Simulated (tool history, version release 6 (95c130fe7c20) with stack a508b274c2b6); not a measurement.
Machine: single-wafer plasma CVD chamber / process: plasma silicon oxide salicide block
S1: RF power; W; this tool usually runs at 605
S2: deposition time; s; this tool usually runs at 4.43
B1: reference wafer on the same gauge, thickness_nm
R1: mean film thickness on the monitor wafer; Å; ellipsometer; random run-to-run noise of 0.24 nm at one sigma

{"run": 1, "day": 0.0, "S1": 695, "S2": 4.98, "B1": 54.966, "R1": 568.56}
{"run": 2, "day": 4.658, "S1": 605, "S2": 4.04, "B1": 54.976, "R1": 430.36}
{"run": 3, "day": 7.554, "S1": 605, "S2": 4.04, "B1": 55.022, "R1": 429.66}
{"run": 4, "day": 10.221, "S1": 605, "S2": 4.43, "B1": 54.965, "R1": 467.04}
{"run": 5, "day": 12.979, "S1": 515, "S2": 4.43, "B1": 55.02, "R1": 429.94}
{"run": 6, "day": 15.021, "S1": 570, "S2": 4.43, "B1": 55.013, "R1": 451.75}
{"day": 16.871, "done": "RF generator calibrated"}
{"run": 7, "day": 16.892, "S1": 570, "S2": 4.43, "B1": 54.94, "R1": 472.09}
{"run": 8, "day": 19.288, "S1": 570, "S2": 4.43, "B1": 54.988, "R1": 472.93}
{"run": 9, "day": 22.225, "S1": 605, "S2": 4.43, "B1": 54.997, "R1": 485.79}
{"day": 22.85, "done": "showerhead replaced"}
{"run": 10, "day": 25.146, "S1": 650, "S2": 4.65, "B1": 55.008, "R1": 529.34}
{"run": 11, "day": 26.208, "S1": 570, "S2": 4.01, "B1": 55.009, "R1": 430.7}
{"run": 12, "day": 28.538, "S1": 520, "S2": 3.59, "B1": 55.012, "R1": 365.49}
{"day": 32.879, "done": "gauge calibrated"}
{"run": 13, "day": 33.617, "S1": 605, "S2": 3.9, "B1": 54.963, "R1": 426.8}
{"run": 14, "day": 36.412, "S1": 670, "S2": 5.3, "B1": 55.015, "R1": 605.13}
{"run": 15, "day": 38.233, "S1": 530, "S2": 4.13, "B1": 55.054, "R1": 426.61}
{"run": 16, "day": 40.046, "S1": 700, "S2": 4, "B1": 54.968, "R1": 465.01}
{"run": 17, "day": 41.333, "S1": 605, "S2": 4.43, "B1": 55.016, "R1": 484.85}
{"run": 18, "day": 44.25, "S1": 650, "S2": 4.79, "B1": 55.03, "R1": 541.63}
{"run": 19, "day": 46.779, "S1": 605, "S2": 4.43, "B1": 55.06, "R1": 477.93}
{"run": 20, "day": 48.254, "S1": 540, "S2": 5.08, "B1": 54.994, "R1": 523.59}
{"run": 21, "day": 51.062, "S1": 640, "S2": 4.95, "B1": 54.98, "R1": 549.77}

What the log doesn't show, run by run:
gauge reads high (%): 0 at every run
H1: delivered RF power above the setpoint (%)
run=1 H1=-7.25
run=2 H1=-7.76
run=3 H1=-8.08
run=4 H1=-8.37
run=5 H1=-8.67
run=6 H1=-8.89
run=7 H1=-0.158
run=8 H1=-0.42
run=9 H1=-0.741
run=10 H1=-1.06
run=11 H1=-1.18
run=12 H1=-1.43
run=13 H1=-1.99
run=14 H1=-2.29
run=15 H1=-2.49
run=16 H1=-2.69
run=17 H1=-2.83
run=18 H1=-3.15
run=19 H1=-3.42
run=20 H1=-3.59
run=21 H1=-3.89
